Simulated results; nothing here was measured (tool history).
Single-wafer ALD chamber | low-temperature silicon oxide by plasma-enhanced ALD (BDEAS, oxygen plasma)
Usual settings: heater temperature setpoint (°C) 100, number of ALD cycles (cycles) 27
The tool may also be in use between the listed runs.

run,hour,heater temperature setpoint (°C),number of ALD cycles (cycles),"read-back reference wafer on the same gauge, thickness_nm",mean film thickness on the monitor wafer (nm)
1,0,100,27,3.182,3.848
2,25.8,100,27,3.179,3.86
3,51,100,27,3.178,3.849
4,94.8,100,27,3.169,3.848
5,109.9,100,27,3.17,3.85
6,122.1,100,27,3.164,3.843
# hour 142.2: gauge calibrated
7,145.6,100,27,3.214,3.888
8,181.2,100,27,3.208,3.886
9,196.9,100,27,3.202,3.868
10,217.1,92,27,3.202,4.02
11,242.7,92,27,3.198,3.99
12,270.2,92,27,3.195,4.004
13,298,100,27,3.195,3.893
14,320.1,105,27,3.19,3.81
15,347.8,100,23,3.188,3.278
16,373,113,30,3.184,4.18
17,393.1,100,27,3.178,3.838
18,417.5,100,27,3.177,3.854
19,453.3,113,27,3.174,3.738
20,472.1,100,24,3.17,3.408
# hour 490.1: gauge calibrated
21,500,91,28,3.216,4.199
22,523.4,106,27,3.214,3.844
# hour 539.3: thermocouple changed; heater temperature recalibrated
23,546.1,100,27,3.211,3.886
24,581.4,107,30,3.207,4.249
25,600.6,111,29,3.201,4.071
26,618.2,90,30,3.199,4.499

The next listed run, before its measurement:
27,641.9,100,27,?,?

Run 27 gave read-back reference wafer on the same gauge, thickness_nm 3.197, mean film thickness on the monitor wafer (nm) 3.877.
Without the tool's hidden state the same run would have given mean film thickness on the monitor wafer (nm) 3.892.

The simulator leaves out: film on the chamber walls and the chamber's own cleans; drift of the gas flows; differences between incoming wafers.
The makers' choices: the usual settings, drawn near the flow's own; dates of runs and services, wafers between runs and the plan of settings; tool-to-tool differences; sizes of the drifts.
